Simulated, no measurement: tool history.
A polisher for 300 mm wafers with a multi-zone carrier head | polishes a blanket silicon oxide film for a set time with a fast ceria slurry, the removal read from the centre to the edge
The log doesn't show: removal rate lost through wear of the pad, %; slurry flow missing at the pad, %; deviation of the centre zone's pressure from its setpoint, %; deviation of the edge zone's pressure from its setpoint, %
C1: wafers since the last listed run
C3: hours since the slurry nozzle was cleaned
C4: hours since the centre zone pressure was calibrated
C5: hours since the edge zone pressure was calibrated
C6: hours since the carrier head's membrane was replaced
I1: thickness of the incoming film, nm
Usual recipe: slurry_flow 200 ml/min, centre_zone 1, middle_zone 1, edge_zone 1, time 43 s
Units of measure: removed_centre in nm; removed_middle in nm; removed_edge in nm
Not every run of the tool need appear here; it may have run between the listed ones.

{"run": 1, "hour": 0.0, "slurry_flow": 200, "centre_zone": 1, "middle_zone": 1, "edge_zone": 1, "time": 43, "C1": 0, "wafers polished on this pad": 941, "C3": 105.3, "C4": 667.2, "C5": 898.5, "C6": 0.5, "I1": 2552.5, "removed_centre": 834.4, "removed_middle": 741.1, "removed_edge": 742}
{"run": 2, "hour": 9.7, "slurry_flow": 200, "centre_zone": 1, "middle_zone": 1, "edge_zone": 1, "time": 32, "C1": 161, "wafers polished on this pad": 1102, "C3": 115, "C4": 676.9, "C5": 908.2, "C6": 10.2, "I1": 2571, "removed_centre": 640.2, "removed_middle": 556.9, "removed_edge": 561.1}
{"run": 3, "hour": 20.5, "slurry_flow": 200, "centre_zone": 1, "middle_zone": 1, "edge_zone": 1, "time": 43, "C1": 179, "wafers polished on this pad": 1281, "C3": 125.8, "C4": 687.7, "C5": 919, "C6": 21, "I1": 2552.5, "removed_centre": 848, "removed_middle": 742.9, "removed_edge": 754.8}
{"hour": 35.5, "done": "edge zone pressure recalibrated"}
{"hour": 53.1, "done": "worn pad replaced by a new one"}
{"hour": 53.5, "done": "centre zone pressure recalibrated"}
{"run": 4, "hour": 54.0, "slurry_flow": 175, "centre_zone": 1.09, "middle_zone": 1, "edge_zone": 1, "time": 35, "C1": 450, "wafers polished on this pad": 7, "C3": 159.3, "C4": 0.5, "C5": 18.5, "C6": 54.5, "I1": 2549.6, "removed_centre": 631.4, "removed_middle": 592.1, "removed_edge": 601.1}
{"run": 5, "hour": 58.4, "slurry_flow": 200, "centre_zone": 1, "middle_zone": 1.05, "edge_zone": 1.09, "time": 43, "C1": 73, "wafers polished on this pad": 80, "C3": 163.7, "C4": 4.9, "C5": 22.9, "C6": 58.9, "I1": 2600.3, "removed_centre": 729.9, "removed_middle": 753.1, "removed_edge": 792.5}
{"run": 6, "hour": 65.2, "slurry_flow": 135, "centre_zone": 1, "middle_zone": 1, "edge_zone": 1, "time": 29, "C1": 113, "wafers polished on this pad": 193, "C3": 170.5, "C4": 11.7, "C5": 29.7, "C6": 65.7, "I1": 2550.1, "removed_centre": 449.5, "removed_middle": 448.1, "removed_edge": 469.6}
{"run": 7, "hour": 113.3, "slurry_flow": 265, "centre_zone": 1, "middle_zone": 1.1, "edge_zone": 0.95, "time": 43, "C1": 799, "wafers polished on this pad": 993, "C3": 218.6, "C4": 59.8, "C5": 77.8, "C6": 113.8, "I1": 2555.8, "removed_centre": 778.1, "removed_middle": 828.7, "removed_edge": 748.8}
{"run": 8, "hour": 128.1, "slurry_flow": 225, "centre_zone": 1, "middle_zone": 1, "edge_zone": 1.09, "time": 43, "C1": 246, "wafers polished on this pad": 1239, "C3": 233.4, "C4": 74.6, "C5": 92.6, "C6": 128.6, "I1": 2555, "removed_centre": 743.5, "removed_middle": 764.1, "removed_edge": 800}
{"run": 9, "hour": 143.3, "slurry_flow": 200, "centre_zone": 0.89, "middle_zone": 1.11, "edge_zone": 1, "time": 53, "C1": 252, "wafers polished on this pad": 1492, "C3": 248.6, "C4": 89.8, "C5": 107.8, "C6": 143.8, "I1": 2581.4, "removed_centre": 809.5, "removed_middle": 965.6, "removed_edge": 911.2}
{"run": 10, "hour": 154.0, "slurry_flow": 200, "centre_zone": 1, "middle_zone": 1, "edge_zone": 1, "time": 43, "C1": 177, "wafers polished on this pad": 1670, "C3": 259.3, "C4": 100.5, "C5": 118.5, "C6": 154.5, "I1": 2580, "removed_centre": 730.9, "removed_middle": 737.3, "removed_edge": 721.8}
{"hour": 163.6, "done": "worn pad replaced by a new one"}
{"run": 11, "hour": 164.9, "slurry_flow": 200, "centre_zone": 0.88, "middle_zone": 1, "edge_zone": 1, "time": 52, "C1": 114, "wafers polished on this pad": 21, "C3": 270.2, "C4": 111.4, "C5": 129.4, "C6": 165.4, "I1": 2536.5, "removed_centre": 770.2, "removed_middle": 904.3, "removed_edge": 906.8}
{"run": 12, "hour": 172.9, "slurry_flow": 200, "centre_zone": 0.93, "middle_zone": 1, "edge_zone": 1, "time": 36, "C1": 132, "wafers polished on this pad": 154, "C3": 278.2, "C4": 119.4, "C5": 137.4, "C6": 173.4, "I1": 2553.5, "removed_centre": 561.8, "removed_middle": 615, "removed_edge": 622.6}
{"run": 13, "hour": 184.7, "slurry_flow": 200, "centre_zone": 1, "middle_zone": 1, "edge_zone": 1.09, "time": 43, "C1": 196, "wafers polished on this pad": 350, "C3": 290, "C4": 131.2, "C5": 149.2, "C6": 185.2, "I1": 2526.5, "removed_centre": 733.4, "removed_middle": 742.8, "removed_edge": 763.5}
{"run": 14, "hour": 196.4, "slurry_flow": 200, "centre_zone": 1.07, "middle_zone": 1, "edge_zone": 1, "time": 36, "C1": 194, "wafers polished on this pad": 545, "C3": 301.7, "C4": 142.9, "C5": 160.9, "C6": 196.9, "I1": 2566.8, "removed_centre": 655.2, "removed_middle": 602.6, "removed_edge": 618}
{"run": 15, "hour": 202.4, "slurry_flow": 200, "centre_zone": 1, "middle_zone": 1, "edge_zone": 1, "time": 43, "C1": 99, "wafers polished on this pad": 645, "C3": 307.7, "C4": 148.9, "C5": 166.9, "C6": 202.9, "I1": 2566.6, "removed_centre": 722, "removed_middle": 708.5, "removed_edge": 744}
{"run": 16, "hour": 216.6, "slurry_flow": 240, "centre_zone": 1, "middle_zone": 1, "edge_zone": 1, "time": 34, "C1": 236, "wafers polished on this pad": 881, "C3": 321.9, "C4": 163.1, "C5": 181.1, "C6": 217.1, "I1": 2590.9, "removed_centre": 596.5, "removed_middle": 595, "removed_edge": 588.1}
{"run": 17, "hour": 232.1, "slurry_flow": 200, "centre_zone": 1, "middle_zone": 1, "edge_zone": 1, "time": 43, "C1": 257, "wafers polished on this pad": 1138, "C3": 337.4, "C4": 178.6, "C5": 196.6, "C6": 232.6, "I1": 2540.7, "removed_centre": 723.6, "removed_middle": 728.9, "removed_edge": 731.1}
{"run": 18, "hour": 238.1, "slurry_flow": 200, "centre_zone": 1, "middle_zone": 1, "edge_zone": 1, "time": 43, "C1": 99, "wafers polished on this pad": 1238, "C3": 343.4, "C4": 184.6, "C5": 202.6, "C6": 238.6, "I1": 2575.8, "removed_centre": 724, "removed_middle": 725.5, "removed_edge": 728.1}
{"run": 19, "hour": 255.7, "slurry_flow": 200, "centre_zone": 1.04, "middle_zone": 1, "edge_zone": 1, "time": 30, "C1": 292, "wafers polished on this pad": 1531, "C3": 361, "C4": 202.2, "C5": 220.2, "C6": 256.2, "I1": 2536.9, "removed_centre": 523.1, "removed_middle": 495, "removed_edge": 507.6}
{"run": 20, "hour": 262.0, "slurry_flow": 250, "centre_zone": 1.05, "middle_zone": 0.9, "edge_zone": 1, "time": 36, "C1": 104, "wafers polished on this pad": 1636, "C3": 367.3, "C4": 208.5, "C5": 226.5, "C6": 262.5, "I1": 2554.5, "removed_centre": 656.5, "removed_middle": 604.6, "removed_edge": 624.6}
{"run": 21, "hour": 276.1, "slurry_flow": 200, "centre_zone": 1, "middle_zone": 1, "edge_zone": 1, "time": 43, "C1": 234, "wafers polished on this pad": 1870, "C3": 381.4, "C4": 222.6, "C5": 240.6, "C6": 276.6, "I1": 2537.5, "removed_centre": 724.7, "removed_middle": 714.2, "removed_edge": 723.2}
{"hour": 283.1, "done": "worn pad replaced by a new one"}
{"run": 22, "hour": 286.0, "slurry_flow": 200, "centre_zone": 0.92, "middle_zone": 1, "edge_zone": 0.96, "time": 43, "C1": 98, "wafers polished on this pad": 48, "C3": 391.3, "C4": 232.5, "C5": 250.5, "C6": 286.5, "I1": 2530.4, "removed_centre": 661.7, "removed_middle": 710.2, "removed_edge": 708.4}
{"run": 23, "hour": 295.5, "slurry_flow": 265, "centre_zone": 1, "middle_zone": 1, "edge_zone": 1, "time": 48, "C1": 157, "wafers polished on this pad": 205, "C3": 400.8, "C4": 242, "C5": 260, "C6": 296, "I1": 2572.7, "removed_centre": 854.3, "removed_middle": 852.1, "removed_edge": 851.3}

Across each entry between runs, compare the hidden state at the last listed run before it with the hidden state at the first listed run after it:
Runs 3 to 4: edge zone pressure recalibrated (hour 35.5); worn pad replaced by a new one (hour 53.1); centre zone pressure recalibrated (hour 53.5)
  slurry flow missing at the pad, %: 7.61 -> 9.51; deviation of the centre zone's pressure from its setpoint, %: 14.1 -> -1.03
  measured result minus the result with no hidden state, removed_centre: +94.2 -> -20.5 nm; removed_middle: -10.3 -> -11.4 nm; removed_edge: -7.3 -> -8.4 nm
Runs 10 to 11: worn pad replaced by a new one (hour 163.6)
  slurry flow missing at the pad, %: 15.2 -> 15.8; deviation of the centre zone's pressure from its setpoint, %: -0.719 -> -0.648
  measured result minus the result with no hidden state, removed_centre: -29.2 -> -31.6 nm; removed_middle: -21.3 -> -27.4 nm; removed_edge: -15.2 -> -20 nm
Runs 21 to 22: worn pad replaced by a new one (hour 283.1)
  slurry flow missing at the pad, %: 22.1 -> 22.6; deviation of the centre zone's pressure from its setpoint, %: 0.485 -> 0.623
  measured result minus the result with no hidden state, removed_centre: -34.3 -> -31.6 nm; removed_middle: -33.2 -> -34.2 nm; removed_edge: -24.3 -> -24.7 nm
